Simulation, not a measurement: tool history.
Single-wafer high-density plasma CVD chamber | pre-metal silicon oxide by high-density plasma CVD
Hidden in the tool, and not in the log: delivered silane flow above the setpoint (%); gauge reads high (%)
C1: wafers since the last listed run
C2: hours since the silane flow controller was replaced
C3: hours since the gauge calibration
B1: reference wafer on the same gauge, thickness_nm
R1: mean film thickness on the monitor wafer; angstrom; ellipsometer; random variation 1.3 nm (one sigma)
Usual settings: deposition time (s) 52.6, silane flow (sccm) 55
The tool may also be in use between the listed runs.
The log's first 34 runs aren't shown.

{"run": 35, "hour": 2596.8, "deposition time (s)": 56.4, "silane flow (sccm)": 50, "C1": 750, "C2": 1336.3, "C3": 389.6, "B1": 321.972, "R1": 2791.93}
{"run": 36, "hour": 2862.9, "deposition time (s)": 44, "silane flow (sccm)": 48, "C1": 4170, "C2": 1602.4, "C3": 655.7, "B1": 322.078, "R1": 2102.26}
{"run": 37, "hour": 2920.1, "deposition time (s)": 49.6, "silane flow (sccm)": 65, "C1": 896, "C2": 1659.6, "C3": 712.9, "B1": 322.029, "R1": 3177.75}
{"run": 38, "hour": 3015.4, "deposition time (s)": 52.6, "silane flow (sccm)": 59, "C1": 1493, "C2": 1754.9, "C3": 808.2, "B1": 321.923, "R1": 3048.67}
{"run": 39, "hour": 3074.2, "deposition time (s)": 43.8, "silane flow (sccm)": 51, "C1": 921, "C2": 1813.7, "C3": 867, "B1": 321.89, "R1": 2208.37}
{"run": 40, "hour": 3121.3, "deposition time (s)": 42.5, "silane flow (sccm)": 46, "C1": 738, "C2": 1860.8, "C3": 914.1, "B1": 322.236, "R1": 1917.86}
{"hour": 3173.5, "done": "silane flow controller replaced"}
{"run": 41, "hour": 3185.1, "deposition time (s)": 46.4, "silane flow (sccm)": 60, "C1": 874, "C2": 11.6, "C3": 977.9, "B1": 322.076, "R1": 2818.57}
{"run": 42, "hour": 3244.3, "deposition time (s)": 52.6, "silane flow (sccm)": 55, "C1": 927, "C2": 70.8, "C3": 1037.1, "B1": 321.694, "R1": 2930.02}

5 ways to go on from here, each from the tool as it stands after run 42. What would each give?
{"run": "A", "hour": 3244.7, "deposition time (s)": 52.6, "silane flow (sccm)": 55, "C1": 6, "C2": 71.2, "C3": 1037.5, "B1": "?", "R1": "?"}
{"run": "B", "hour": 3244.7, "deposition time (s)": 43.1, "silane flow (sccm)": 59, "C1": 6, "C2": 71.2, "C3": 1037.5, "B1": "?", "R1": "?"}
{"run": "C", "hour": 3244.7, "deposition time (s)": 42.2, "silane flow (sccm)": 60, "C1": 6, "C2": 71.2, "C3": 1037.5, "B1": "?", "R1": "?"}
{"run": "D", "hour": 3244.7, "deposition time (s)": 47.1, "silane flow (sccm)": 50, "C1": 6, "C2": 71.2, "C3": 1037.5, "B1": "?", "R1": "?"}
{"run": "E", "hour": 3244.7, "deposition time (s)": 52.6, "silane flow (sccm)": 48, "C1": 6, "C2": 71.2, "C3": 1037.5, "B1": "?", "R1": "?"}

run=A B1=321.84 R1=2938.21
run=B B1=321.84 R1=2582.64
run=C B1=321.84 R1=2571.57
run=D B1=321.84 R1=2391.8
run=E B1=321.84 R1=2564.25
Without the tool's hidden state the same runs would have given:
run=A R1=2927.69
run=B R1=2573.39
run=C R1=2562.36
run=D R1=2383.24
run=E R1=2555.08
